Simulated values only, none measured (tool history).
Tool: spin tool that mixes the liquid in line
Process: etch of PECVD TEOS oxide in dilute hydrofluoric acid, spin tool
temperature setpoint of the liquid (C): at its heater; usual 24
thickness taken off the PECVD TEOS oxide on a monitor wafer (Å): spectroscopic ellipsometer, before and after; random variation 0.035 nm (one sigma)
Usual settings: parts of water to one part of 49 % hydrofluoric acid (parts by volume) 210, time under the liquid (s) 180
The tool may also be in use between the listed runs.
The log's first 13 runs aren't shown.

run    hour  temperature setpoint of the liquid (C)  parts of water to one part of 49 % hydrofluoric acid (parts by volume)  time under the liquid (s)  wafers since the last listed run  hours since the thermometer was replaced  hours since the hydrofluoric acid flow meter was replaced  hours since the gauge calibration  read-back film thickness of the PECVD TEOS oxide reference wafer, read on the same gauge (nm)  thickness taken off the PECVD TEOS oxide on a monitor wafer (Å)
 14  1164.4                                      24                                                                     130                        180                               334                                       436                                                      546.9                             1776.1                                                                                         140.01                                                            119.3
 15  1215.3                                      24                                                                     210                        180                               240                                     486.9                                                      597.8                               1827                                                                                         139.99                                                             67.9
 16  1322.8                                      24                                                                     210                        180                               507                                     594.4                                                      705.3                             1934.5                                                                                            140                                                             68.6
 17  1407.5                                      24                                                                     210                        180                               399                                     679.1                                                        790                             2019.2                                                                                            140                                                             68.9
 18  1449.5                                      21                                                                     315                        285                               198                                     721.1                                                        832                             2061.2                                                                                            140                                                             58.6
     1531.7  -- gauge calibrated
 19  1549.4                                      28                                                                     255                        180                               471                                       821                                                      931.9                               17.7                                                                                         139.98                                                             62.9
 20  1629.8                                    27.5                                                                     105                        210                               379                                     901.4                                                     1012.3                               98.1                                                                                            140                                                            209.9
 21  1680.3                                    26.5                                                                     165                        180                               238                                     951.9                                                     1062.8                              148.6                                                                                         139.98                                                            102.7
 22  1781.2                                      22                                                                     160                        230                               476                                    1052.8                                                     1163.7                              249.5                                                                                         139.98                                                            115.9
 23  1853.4                                      24                                                                     210                        180                               340                                      1125                                                     1235.9                              321.7                                                                                         139.97                                                               71
     1874.9  -- hydrofluoric acid flow meter replaced
     1883.4  -- thermometer replaced
 24  1926.4                                      24                                                                     210                        180                               334                                        43                                                       51.5                              394.7                                                                                         140.01                                                               65
 25  2008.5                                      24                                                                     130                        180                               387                                     125.1                                                      133.6                              476.8                                                                                            140                                                            116.2
 26  2051.6                                    20.5                                                                     210                        180                               203                                     168.2                                                      176.7                              519.9                                                                                            140                                                             57.7
 27  2129.2                                      24                                                                     240                        180                               366                                     245.8                                                      254.3                              597.5                                                                                            140                                                             55.8
 28  2191.5                                      24                                                                     210                        180                               293                                     308.1                                                      316.6                              659.8                                                                                            140                                                               66
 29  2442.1                                      24                                                                     290                        115                              1182                                     558.7                                                      567.2                              910.4                                                                                         140.03                                                             28.7
 30  2534.1                                    25.5                                                                     270                        230                               434                                     650.7                                                      659.2                             1002.4                                                                                         139.99                                                             66.6
 31  2662.2                                    22.5                                                                     145                        230                               604                                     778.8                                                      787.3                             1130.5                                                                                         139.99                                                              129
 32    2712                                      24                                                                     160                        180                               234                                     828.6                                                      837.1                             1180.3                                                                                            140                                                               96
 33  2805.5                                    22.5                                                                     145                        230                               441                                     922.1                                                      930.6                             1273.8                                                                                         139.99                                                            130.8
 34    2859                                      26                                                                     245                        220                               252                                     975.6                                                      984.1                             1327.3                                                                                         140.02                                                             75.3

3 ways to go on from here, each from the tool as it stands after run 34. What would each give?
  A  2859.5                                      24                                                                     210                        150                                 2                                     976.1                                                      984.6                             1327.8                                                                                              ?                                                                ?
  B  2859.5                                    19.5                                                                     210                        220                                 2                                     976.1                                                      984.6                             1327.8                                                                                              ?                                                                ?
  C  2859.5                                      24                                                                     300                        180                                 2                                     976.1                                                      984.6                             1327.8                                                                                              ?                                                                ?

run  read-back film thickness of the PECVD TEOS oxide reference wafer, read on the same gauge (nm)  thickness taken off the PECVD TEOS oxide on a monitor wafer (Å)
  A                                                                                         139.97                                                             57.9
  B                                                                                         139.97                                                             71.8
  C                                                                                         139.97                                                             44.3
Without the tool's hidden state the same runs would have given:
run  thickness taken off the PECVD TEOS oxide on a monitor wafer (Å)
  A                                                             53.6
  B                                                             66.4
  C                                                             41.1
